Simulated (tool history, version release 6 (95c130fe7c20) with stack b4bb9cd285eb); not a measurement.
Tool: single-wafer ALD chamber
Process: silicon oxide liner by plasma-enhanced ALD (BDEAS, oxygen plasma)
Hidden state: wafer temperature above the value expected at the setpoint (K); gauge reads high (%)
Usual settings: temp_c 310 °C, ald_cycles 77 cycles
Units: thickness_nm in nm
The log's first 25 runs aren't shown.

run,hour,temp_c,ald_cycles,wafers since the last listed run,hours since the last thermocouple change,hours since the gauge calibration,"read-back reference wafer on the same gauge, thickness_nm",thickness_nm
26,2427.4,304,77,209,588.7,413,6.299,7.577
27,2474.4,315,71,251,635.7,460,6.302,6.892
28,2540.9,318,87,356,702.2,526.5,6.304,8.408
29,2707.8,310,77,894,869.1,693.4,6.296,7.523
30,2813.1,310,77,564,974.4,798.7,6.302,7.535
31,2871.2,310,87,311,1032.5,856.8,6.298,8.503
32,2960.9,321,77,480,1122.2,946.5,6.301,7.451
# hour 3054: thermocouple changed; heater temperature recalibrated
33,3054.5,310,67,458,0.5,1040.1,6.298,6.481
34,3154.9,310,77,538,100.9,1140.5,6.304,7.497
35,3222.2,310,70,360,168.2,1207.8,6.298,6.832
36,3304.3,324,68,440,250.3,1289.9,6.3,6.502
37,3405.4,310,83,542,351.4,1391,6.3,8.082
38,3452.7,306,65,253,398.7,1438.3,6.301,6.382
39,3515.8,297,77,338,461.8,1501.4,6.303,7.766
40,3623.6,316,87,577,569.6,1609.2,6.299,8.421
41,3667.7,295,77,236,613.7,1653.3,6.302,7.785
42,3745.6,318,92,417,691.6,1731.2,6.301,8.922
43,3824.2,316,82,421,770.2,1809.8,6.296,7.992
44,3893,310,77,368,839,1878.6,6.298,7.523
45,3973.2,310,70,429,919.2,1958.8,6.303,6.877
46,4056.2,296,90,444,1002.2,2041.8,6.301,9.094

Forecast each of these 4 alternatives for the next run:
A,4056.7,324,77,2,1002.7,2042.3,?,?
B,4056.7,298,68,2,1002.7,2042.3,?,?
C,4056.7,325,90,2,1002.7,2042.3,?,?
D,4056.7,310,90,2,1002.7,2042.3,?,?

run,"read-back reference wafer on the same gauge, thickness_nm",thickness_nm
A,6.305,7.344
B,6.305,6.801
C,6.305,8.572
D,6.305,8.755
Without the tool's hidden state the same runs would have given:
run,thickness_nm
A,7.31
B,6.722
C,8.532
D,8.715

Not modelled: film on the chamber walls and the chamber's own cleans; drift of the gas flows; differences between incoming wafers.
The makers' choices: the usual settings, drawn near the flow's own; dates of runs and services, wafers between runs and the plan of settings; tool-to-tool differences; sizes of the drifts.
